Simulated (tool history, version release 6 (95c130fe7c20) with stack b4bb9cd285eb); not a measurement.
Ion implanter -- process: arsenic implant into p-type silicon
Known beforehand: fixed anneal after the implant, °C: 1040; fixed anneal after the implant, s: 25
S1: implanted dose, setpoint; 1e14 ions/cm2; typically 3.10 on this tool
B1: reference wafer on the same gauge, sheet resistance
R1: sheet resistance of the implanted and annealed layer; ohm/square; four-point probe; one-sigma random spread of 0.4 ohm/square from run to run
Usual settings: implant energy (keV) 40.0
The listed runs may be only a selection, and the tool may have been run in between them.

{"run": 1, "hour": 0.0, "S1": 3.1, "implant energy (keV)": 40.0, "B1": 297.79, "R1": 242.54}
{"run": 2, "hour": 17.2, "S1": 3.1, "implant energy (keV)": 40.0, "B1": 298.23, "R1": 243.43}
{"run": 3, "hour": 32.6, "S1": 3.77, "implant energy (keV)": 44.5, "B1": 297.81, "R1": 205.72}
{"run": 4, "hour": 45.0, "S1": 3.77, "implant energy (keV)": 44.5, "B1": 298.1, "R1": 206.25}
{"run": 5, "hour": 57.3, "S1": 2.68, "implant energy (keV)": 40.0, "B1": 298.15, "R1": 270.51}
{"run": 6, "hour": 64.9, "S1": 3.1, "implant energy (keV)": 40.0, "B1": 297.95, "R1": 242.86}
{"run": 7, "hour": 78.0, "S1": 3.1, "implant energy (keV)": 32.5, "B1": 298.01, "R1": 249.7}
{"run": 8, "hour": 90.3, "S1": 3.1, "implant energy (keV)": 32.5, "B1": 298.1, "R1": 249.27}
{"run": 9, "hour": 98.8, "S1": 3.1, "implant energy (keV)": 32.5, "B1": 298.26, "R1": 248.97}
{"hour": 109.6, "done": "gauge calibrated"}
{"run": 10, "hour": 142.9, "S1": 3.1, "implant energy (keV)": 40.0, "B1": 298.05, "R1": 242.26}
{"run": 11, "hour": 154.6, "S1": 3.1, "implant energy (keV)": 40.0, "B1": 298.15, "R1": 241.68}
{"run": 12, "hour": 163.6, "S1": 3.5, "implant energy (keV)": 52.0, "B1": 298.1, "R1": 213.47}
{"run": 13, "hour": 170.5, "S1": 3.7, "implant energy (keV)": 35.0, "B1": 297.78, "R1": 215.7}
{"run": 14, "hour": 186.5, "S1": 2.7, "implant energy (keV)": 34.0, "B1": 297.96, "R1": 275.75}
{"run": 15, "hour": 199.5, "S1": 3.67, "implant energy (keV)": 47.0, "B1": 297.98, "R1": 207.73}
{"hour": 218.8, "done": "Faraday cup replaced and dose calibrated"}
{"run": 16, "hour": 219.3, "S1": 3.1, "implant energy (keV)": 40.0, "B1": 298.05, "R1": 248.18}
{"hour": 230.2, "done": "extraction supply calibrated"}
{"run": 17, "hour": 230.7, "S1": 2.49, "implant energy (keV)": 31.0, "B1": 297.95, "R1": 303.66}
{"hour": 266.6, "done": "gauge calibrated"}
{"run": 18, "hour": 271.8, "S1": 3.1, "implant energy (keV)": 40.0, "B1": 297.93, "R1": 248.41}
{"run": 19, "hour": 286.8, "S1": 3.1, "implant energy (keV)": 40.0, "B1": 298.01, "R1": 247.6}
{"run": 20, "hour": 312.7, "S1": 3.1, "implant energy (keV)": 40.0, "B1": 298.04, "R1": 248.91}
{"run": 21, "hour": 330.3, "S1": 3.53, "implant energy (keV)": 26.5, "B1": 298.06, "R1": 237.28}
{"run": 22, "hour": 336.6, "S1": 2.76, "implant energy (keV)": 48.5, "B1": 298.1, "R1": 263.42}

Alternative continuations, all from the tool just after run 22; predict every row:
{"run": "A", "hour": 337.0, "S1": 3.1, "implant energy (keV)": 34.0, "B1": "?", "R1": "?"}
{"run": "B", "hour": 337.0, "S1": 2.81, "implant energy (keV)": 40.0, "B1": "?", "R1": "?"}
{"run": "C", "hour": 337.0, "S1": 2.81, "implant energy (keV)": 26.5, "B1": "?", "R1": "?"}
{"run": "D", "hour": 337.0, "S1": 2.25, "implant energy (keV)": 46.0, "B1": "?", "R1": "?"}
{"run": "E", "hour": 337.0, "S1": 2.76, "implant energy (keV)": 40.0, "B1": "?", "R1": "?"}

run=A B1=297.98 R1=254.49
run=B B1=297.98 R1=268.12
run=C B1=297.98 R1=283.41
run=D B1=297.98 R1=309.74
run=E B1=297.98 R1=271.76
Without the tool's unlogged condition, the same runs would have read:
run=A R1=256.18
run=B R1=269.87
run=C R1=285.29
run=D R1=311.70
run=E R1=273.53

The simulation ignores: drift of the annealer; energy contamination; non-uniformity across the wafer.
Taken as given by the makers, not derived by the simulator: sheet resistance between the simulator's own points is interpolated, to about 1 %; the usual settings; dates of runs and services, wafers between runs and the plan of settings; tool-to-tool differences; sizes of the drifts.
